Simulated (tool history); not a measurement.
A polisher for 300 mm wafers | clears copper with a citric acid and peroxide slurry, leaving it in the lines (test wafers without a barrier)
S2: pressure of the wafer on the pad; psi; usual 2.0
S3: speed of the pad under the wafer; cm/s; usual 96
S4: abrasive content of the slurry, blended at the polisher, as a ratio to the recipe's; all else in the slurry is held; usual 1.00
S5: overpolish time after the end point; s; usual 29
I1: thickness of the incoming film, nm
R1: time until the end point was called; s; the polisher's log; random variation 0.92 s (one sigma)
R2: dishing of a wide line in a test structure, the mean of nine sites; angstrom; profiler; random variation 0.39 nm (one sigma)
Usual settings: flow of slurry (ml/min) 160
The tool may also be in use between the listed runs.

run 1 hour=0.0 | flow_of_slurry_(ml/min)=160 S2=2.0 S3=96 S4=1.00 S5=29 | I1=107.9 | R1=92.2 R2=286
run 2 hour=13.8 | flow_of_slurry_(ml/min)=160 S2=2.0 S3=96 S4=1.00 S5=29 | I1=110.0 | R1=92.8 R2=282
run 3 hour=38.5 | flow_of_slurry_(ml/min)=160 S2=2.0 S3=96 S4=1.00 S5=29 | I1=110.8 | R1=92.7 R2=279
run 4 hour=71.0 | flow_of_slurry_(ml/min)=160 S2=2.0 S3=86 S4=1.00 S5=29 | I1=111.0 | R1=103.9 R2=259
-- hour=87.2 worn pad replaced by a new one
run 5 hour=87.7 | flow_of_slurry_(ml/min)=160 S2=2.0 S3=86 S4=1.00 S5=29 | I1=109.5 | R1=102.8 R2=251
-- hour=119.1 slurry blender recalibrated
run 6 hour=119.6 | flow_of_slurry_(ml/min)=120 S2=2.0 S3=96 S4=1.00 S5=29 | I1=109.8 | R1=97.5 R2=269
run 7 hour=146.0 | flow_of_slurry_(ml/min)=160 S2=2.0 S3=96 S4=1.00 S5=29 | I1=110.3 | R1=90.9 R2=277
run 8 hour=171.2 | flow_of_slurry_(ml/min)=160 S2=2.0 S3=96 S4=1.00 S5=29 | I1=110.2 | R1=92.8 R2=281
run 9 hour=200.8 | flow_of_slurry_(ml/min)=160 S2=2.0 S3=96 S4=1.00 S5=29 | I1=110.2 | R1=93.0 R2=287
-- hour=205.4 worn pad replaced by a new one
run 10 hour=228.9 | flow_of_slurry_(ml/min)=160 S2=2.0 S3=96 S4=1.00 S5=29 | I1=110.7 | R1=92.7 R2=287
-- hour=233.2 slurry nozzle cleaned
run 11 hour=264.0 | flow_of_slurry_(ml/min)=160 S2=2.0 S3=96 S4=1.00 S5=29 | I1=108.6 | R1=90.8 R2=289
run 12 hour=277.8 | flow_of_slurry_(ml/min)=160 S2=2.0 S3=70 S4=1.00 S5=29 | I1=109.6 | R1=125.6 R2=212
run 13 hour=291.5 | flow_of_slurry_(ml/min)=160 S2=2.0 S3=96 S4=1.00 S5=29 | I1=109.2 | R1=92.0 R2=283
run 14 hour=309.8 | flow_of_slurry_(ml/min)=115 S2=2.6 S3=96 S4=1.00 S5=40 | I1=108.1 | R1=75.9 R2=452
-- hour=318.0 worn pad replaced by a new one
run 15 hour=366.8 | flow_of_slurry_(ml/min)=205 S2=2.0 S3=84 S4=1.00 S5=29 | I1=108.0 | R1=99.5 R2=252
-- hour=387.7 slurry blender recalibrated
run 16 hour=392.8 | flow_of_slurry_(ml/min)=160 S2=2.3 S3=96 S4=1.15 S5=21 | I1=110.4 | R1=79.3 R2=244
run 17 hour=419.1 | flow_of_slurry_(ml/min)=160 S2=2.0 S3=96 S4=1.00 S5=29 | I1=110.2 | R1=93.4 R2=285
-- hour=435.9 worn pad replaced by a new one
-- hour=436.6 head pressure recalibrated
run 18 hour=450.4 | flow_of_slurry_(ml/min)=140 S2=1.4 S3=110 S4=1.00 S5=23 | I1=111.6 | R1=119.7 R2=177
run 19 hour=471.0 | flow_of_slurry_(ml/min)=160 S2=2.0 S3=96 S4=1.00 S5=29 | I1=109.6 | R1=93.2 R2=275
run 20 hour=493.4 | flow_of_slurry_(ml/min)=160 S2=2.3 S3=84 S4=0.70 S5=29 | I1=107.5 | R1=96.7 R2=271
run 21 hour=512.9 | flow_of_slurry_(ml/min)=160 S2=2.7 S3=84 S4=1.15 S5=29 | I1=111.2 | R1=77.4 R2=346
-- hour=538.5 worn pad replaced by a new one
run 22 hour=539.0 | flow_of_slurry_(ml/min)=160 S2=2.0 S3=96 S4=1.00 S5=43 | I1=109.5 | R1=91.1 R2=400
run 23 hour=569.9 | flow_of_slurry_(ml/min)=160 S2=2.0 S3=96 S4=1.00 S5=29 | I1=110.9 | R1=91.4 R2=284

The tool's hidden state at each run:
removal rate lost through wear of the pad, %: 0 in every run
slurry flow missing at the pad, %: 0 in every run
deviation of the head's pressure from its setpoint, %: 0 in every run
abrasive missing from the slurry, %: 0 in every run
